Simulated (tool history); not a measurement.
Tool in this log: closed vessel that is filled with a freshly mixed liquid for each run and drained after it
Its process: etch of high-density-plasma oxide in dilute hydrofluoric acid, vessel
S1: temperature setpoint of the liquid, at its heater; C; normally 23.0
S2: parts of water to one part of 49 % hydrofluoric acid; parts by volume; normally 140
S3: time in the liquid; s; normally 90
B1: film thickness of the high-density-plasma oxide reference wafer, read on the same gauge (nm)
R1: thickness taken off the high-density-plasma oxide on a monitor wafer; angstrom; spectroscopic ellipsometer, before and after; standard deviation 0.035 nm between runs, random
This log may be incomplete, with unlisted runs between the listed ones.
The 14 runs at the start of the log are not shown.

run	hour	S1	S2	S3	B1	R1
15	308.4	23.0	140	90	79.962	39.67
16	326.6	20.5	205	90	79.979	23.22
17	351.9	27.5	205	35	80.012	11.43
18	373.9	25.0	115	140	79.975	83.49
19	399.6	25.5	185	55	79.963	19.06
20	433.4	23.0	170	90	80.003	31.39
# hour 492.8: gauge calibrated
# hour 500.1: hydrofluoric acid flow meter replaced
21	512.9	23.0	140	90	80.024	45.98
22	544.9	25.0	185	35	79.971	13.71
23	578.0	23.0	185	90	80.009	32.41
24	604.2	23.0	140	90	80.012	45.98
25	636.5	26.0	100	130	80.000	109.02
26	667.3	27.5	140	135	79.951	81.17
27	687.2	27.5	210	45	80.023	16.41
28	719.7	21.5	140	90	79.995	42.41
29	735.6	23.0	140	40	80.029	20.18
30	758.0	25.5	140	70	79.990	38.41
31	773.0	23.0	140	90	79.969	45.05
32	801.2	27.0	105	50	79.973	40.77
33	835.8	23.0	140	90	79.998	44.74

Each row is a separate what-if for the run after 33, all from the same tool condition, not one after another. Results?
A	836.5	23.0	140	90	?	?
B	836.5	26.0	175	115	?	?
C	836.5	23.0	140	75	?	?

run	B1	R1
A	79.981	45.08
B	79.981	49.36
C	79.981	37.56
Without the tool's hidden state the same runs would have given:
run	R1
A	43.93
B	48.32
C	36.61
